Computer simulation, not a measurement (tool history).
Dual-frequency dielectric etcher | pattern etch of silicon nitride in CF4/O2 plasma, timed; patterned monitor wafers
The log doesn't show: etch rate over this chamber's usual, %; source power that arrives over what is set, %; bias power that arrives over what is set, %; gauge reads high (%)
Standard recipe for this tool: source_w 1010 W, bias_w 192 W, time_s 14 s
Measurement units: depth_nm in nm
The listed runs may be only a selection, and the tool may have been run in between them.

run	day	source_w	bias_w	time_s	wafers since the last listed run	hours since the last wet clean	hours since the last source power generator calibration	hours since the last bias power generator calibration	hours since the last upper electrode change	hours since the gauge calibration	read-back reference wafer on the same gauge, depth_nm	depth_nm
1	0	1080	192	14	0	76.6	3583	1534.2	5190.8	379.3	46.1	58.2
2	2.267	1150	192	17	1085	131	3637.4	1588.6	5245.2	433.7	46.1	73.3
# day 4.579: gauge calibrated
3	5.033	1150	192	17	1325	197.4	3703.8	1655	5311.6	10.9	46.1	73.5
4	7.383	1150	192	17	1125	253.8	3760.2	1711.4	5368	67.3	46.1	73.3
5	9.683	1010	165	14	1101	309	3815.4	1766.6	5423.2	122.5	46.1	54.2
6	12.608	1010	165	14	1400	379.2	3885.6	1836.8	5493.4	192.7	46.1	54.1
7	14.267	1010	192	14	794	419	3925.4	1876.6	5533.2	232.5	46.1	55.5
8	16.125	1010	192	14	890	463.6	3970	1921.2	5577.8	277.1	46.1	55.8
9	17.604	1010	192	14	708	499.1	4005.5	1956.7	5613.3	312.6	46.1	55.7
# day 19.796: wet clean of the chamber
10	19.817	1010	192	14	580	0.5	4058.6	2009.8	5666.4	365.7	46.1	55.5
# day 21.883: upper electrode replaced
11	21.904	1010	147	11.5	520	50.6	4108.7	2059.9	0.5	415.8	46.1	43.2
12	23.854	920	173	11	933	97.4	4155.5	2106.7	47.3	462.6	46.1	40.7
13	25.521	820	205	14	798	137.4	4195.5	2146.7	87.3	502.6	46.1	50.1
# day 27.175: gauge calibrated
14	27.95	1010	192	12.5	1163	195.7	4253.8	2205	145.6	18.6	46.1	49.7
# day 30.612: source power generator calibrated
15	32.104	790	192	15	1909	295.4	35.8	2304.7	245.3	118.3	46.1	51.6
# day 34.5: bias power generator calibrated
16	34.558	1010	237	17.5	1095	354.3	94.7	1.4	304.2	177.2	46.1	73
17	36.508	1010	212	18	933	401.1	141.5	48.2	351	224	46.1	73.2
18	39.008	1010	170	14	1197	461.1	201.5	108.2	411	284	46.1	54.3
# day 41.067: wet clean of the chamber
19	41.088	1150	192	17	516	0.5	251.4	158.1	460.9	333.9	46.1	73.3
20	43.325	1010	192	14	1071	54.2	305.1	211.8	514.6	387.6	46.1	55.7
21	44.65	1130	215	18	634	86	336.9	243.6	546.4	419.4	46.1	78.9

Consider 3 possible next runs. They are alternatives, not a sequence: every one starts from the tool as it was left by run 21. What does each give?
A	44.667	1130	192	14	7	86.4	337.3	244	546.8	419.8	?	?
B	44.667	1220	192	14	7	86.4	337.3	244	546.8	419.8	?	?
C	44.667	1090	173	10.5	7	86.4	337.3	244	546.8	419.8	?	?

run	read-back reference wafer on the same gauge, depth_nm	depth_nm
A	46.1	59.6
B	46.1	62.6
C	46.1	42.8
Stripped of hidden state, with their random variation kept, the same runs would have yielded:
run	depth_nm
A	59.6
B	62.6
C	42.8
